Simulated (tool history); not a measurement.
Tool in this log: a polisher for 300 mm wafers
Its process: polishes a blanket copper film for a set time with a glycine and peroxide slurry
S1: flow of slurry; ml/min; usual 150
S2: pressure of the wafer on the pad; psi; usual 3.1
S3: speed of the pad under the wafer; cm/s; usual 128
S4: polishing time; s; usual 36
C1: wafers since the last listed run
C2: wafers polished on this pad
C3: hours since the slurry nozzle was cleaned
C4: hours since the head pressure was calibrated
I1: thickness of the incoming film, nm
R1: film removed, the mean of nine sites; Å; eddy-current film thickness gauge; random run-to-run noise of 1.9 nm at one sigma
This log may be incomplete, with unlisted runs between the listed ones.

{"run": 1, "hour": 0.0, "S1": 150, "S2": 3.1, "S3": 128, "S4": 43, "C1": 0, "C2": 499, "C3": 96.2, "C4": 449.4, "I1": 923.5, "R1": 3001}
{"run": 2, "hour": 14.6, "S1": 150, "S2": 3.1, "S3": 128, "S4": 43, "C1": 146, "C2": 646, "C3": 110.8, "C4": 464.0, "I1": 927.5, "R1": 2976}
{"run": 3, "hour": 40.8, "S1": 150, "S2": 3.1, "S3": 140, "S4": 36, "C1": 262, "C2": 909, "C3": 137.0, "C4": 490.2, "I1": 925.7, "R1": 2621}
{"run": 4, "hour": 70.7, "S1": 150, "S2": 3.1, "S3": 140, "S4": 36, "C1": 299, "C2": 1208, "C3": 166.9, "C4": 520.1, "I1": 917.0, "R1": 2567}
{"hour": 89.8, "done": "worn pad replaced by a new one"}
{"run": 5, "hour": 90.3, "S1": 150, "S2": 3.1, "S3": 140, "S4": 36, "C1": 156, "C2": 5, "C3": 186.5, "C4": 539.7, "I1": 905.1, "R1": 2645}
{"run": 6, "hour": 167.7, "S1": 150, "S2": 3.1, "S3": 128, "S4": 36, "C1": 776, "C2": 781, "C3": 263.9, "C4": 617.1, "I1": 919.5, "R1": 2427}
{"run": 7, "hour": 185.4, "S1": 150, "S2": 3.1, "S3": 128, "S4": 36, "C1": 177, "C2": 959, "C3": 281.6, "C4": 634.8, "I1": 928.8, "R1": 2369}
{"run": 8, "hour": 199.7, "S1": 150, "S2": 3.1, "S3": 128, "S4": 36, "C1": 143, "C2": 1102, "C3": 295.9, "C4": 649.1, "I1": 916.2, "R1": 2332}
{"hour": 215.5, "done": "worn pad replaced by a new one"}
{"hour": 227.1, "done": "head pressure recalibrated"}
{"run": 9, "hour": 230.5, "S1": 150, "S2": 3.1, "S3": 128, "S4": 36, "C1": 248, "C2": 130, "C3": 326.7, "C4": 3.4, "I1": 912.5, "R1": 2489}
{"run": 10, "hour": 263.6, "S1": 170, "S2": 3.1, "S3": 128, "S4": 31, "C1": 332, "C2": 462, "C3": 359.8, "C4": 36.5, "I1": 929.5, "R1": 2176}
{"run": 11, "hour": 293.5, "S1": 150, "S2": 2.3, "S3": 128, "S4": 36, "C1": 299, "C2": 762, "C3": 389.7, "C4": 66.4, "I1": 923.0, "R1": 1896}
{"hour": 317.4, "done": "slurry nozzle cleaned"}
{"run": 12, "hour": 323.6, "S1": 110, "S2": 3.7, "S3": 116, "S4": 28, "C1": 291, "C2": 1054, "C3": 6.2, "C4": 96.5, "I1": 936.1, "R1": 1916}
{"run": 13, "hour": 343.3, "S1": 150, "S2": 3.1, "S3": 128, "S4": 43, "C1": 197, "C2": 1251, "C3": 25.9, "C4": 116.2, "I1": 921.1, "R1": 2907}
{"hour": 353.1, "done": "worn pad replaced by a new one"}
{"run": 14, "hour": 363.3, "S1": 150, "S2": 3.1, "S3": 128, "S4": 36, "C1": 160, "C2": 102, "C3": 45.9, "C4": 136.2, "I1": 919.4, "R1": 2538}
{"run": 15, "hour": 396.4, "S1": 150, "S2": 3.1, "S3": 98, "S4": 45, "C1": 332, "C2": 434, "C3": 79.0, "C4": 169.3, "I1": 923.8, "R1": 2497}
{"run": 16, "hour": 416.9, "S1": 125, "S2": 3.1, "S3": 128, "S4": 31, "C1": 205, "C2": 640, "C3": 99.5, "C4": 189.8, "I1": 924.3, "R1": 2032}
{"run": 17, "hour": 441.2, "S1": 150, "S2": 3.1, "S3": 128, "S4": 26, "C1": 243, "C2": 884, "C3": 123.8, "C4": 214.1, "I1": 915.2, "R1": 1738}
{"run": 18, "hour": 471.8, "S1": 150, "S2": 2.0, "S3": 94, "S4": 36, "C1": 306, "C2": 1191, "C3": 154.4, "C4": 244.7, "I1": 912.7, "R1": 1330}

Hidden state or all else? Some run-to-run changes of R1, split into what the settings, what came in and random variation would give without the hidden state, and what is left for the hidden state (with any gauge scatter that isn't in both results):
Hidden state present: removal rate lost through wear of the pad, %; slurry flow missing at the pad, %; deviation of the head's pressure from its setpoint, %.
Run 8 -> 9: worn pad replaced by a new one, head pressure recalibrated. R1 +157 Å: hidden state +137, all else +20.
Run 12 -> 13: S1 110 -> 150, S2 3.7 -> 3.1, S3 116 -> 128, S4 28 -> 43. R1 +991 Å: hidden state -112, all else +1103.
